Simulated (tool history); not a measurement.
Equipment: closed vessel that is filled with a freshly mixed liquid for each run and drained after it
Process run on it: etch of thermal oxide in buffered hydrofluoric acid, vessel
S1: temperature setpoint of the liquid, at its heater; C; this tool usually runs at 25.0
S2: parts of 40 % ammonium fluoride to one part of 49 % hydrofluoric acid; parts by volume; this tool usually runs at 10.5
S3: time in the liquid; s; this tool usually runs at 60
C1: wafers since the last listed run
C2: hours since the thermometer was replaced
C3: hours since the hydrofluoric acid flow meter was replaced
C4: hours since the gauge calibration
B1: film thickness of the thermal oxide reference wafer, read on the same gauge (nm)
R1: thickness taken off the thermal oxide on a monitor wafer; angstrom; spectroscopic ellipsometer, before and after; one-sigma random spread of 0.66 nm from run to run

run     day    S1    S2  S3    C1     C2      C3     C4      B1      R1
  1   0.000  25.0  10.5  35     0  578.0  1022.0  153.1  139.99   369.2
  2   2.754  25.0  10.5  35  9130  644.1  1088.1  219.2  140.00   367.2
  3   5.200  25.0  10.5  35  8108  702.8  1146.8  277.9  140.01   365.3
  4   6.946  25.0  10.5  60  5787  744.7  1188.7  319.8  140.01   619.3
  5   9.229  26.5   8.0  60  7569  799.5  1243.5  374.6  140.00   850.2
  6  11.121  26.5   8.0  60  6271  844.9  1288.9  420.0  140.01   847.6
  7  12.525  26.5   8.0  60  4654  878.6  1322.6  453.7  140.00   843.3
     13.867  -- hydrofluoric acid flow meter replaced
     13.962  -- thermometer replaced
  8  15.171  25.0  10.5  60  8494   29.0    31.3  517.2  139.98   685.0
  9  17.788  25.0  10.5  60  8674   91.8    94.1  580.0  139.99   678.1
 10  19.562  28.0   6.5  60  5884  134.4   136.7  622.6  140.01  1263.9
 11  22.175  25.0  10.5  60  8660  197.1   199.4  685.3  140.00   665.7
 12  24.608  21.5  10.5  80  8066  255.5   257.8  743.7  139.98   744.7
 13  26.929  29.0  11.5  95  7693  311.2   313.5  799.4  140.00  1211.8
     28.125  -- gauge calibrated
 14  29.321  23.0  12.5  60  7928  368.6   370.9   28.7  140.00   505.3
 15  31.954  25.0  10.5  95  8729  431.8   434.1   91.9  140.01  1047.5
 16  34.225  29.0  10.5  60  7528  486.3   488.6  146.4  140.00   815.6
 17  35.704  21.0  10.5  30  4903  521.8   524.1  181.9  140.01   263.5

Measured result minus the same run's result without the hidden state. Both carry the same run-to-run variation, though not necessarily the same gauge scatter:
What the log doesn't record here: liquid colder than its thermometer reads (K); hydrofluoric acid flow below the setpoint (%); gauge reads high (%).
run      R1
  1   -31.2
  2   -33.0
  3   -34.7
  4   -60.8
  5   -97.8
  6  -101.0
  7  -103.3
  8    -5.8
  9    -8.8
 10   -18.0
 11   -13.6
 12   -18.4
 13   -34.8
 14   -16.7
 15   -39.3
 16   -34.0
 17   -11.7
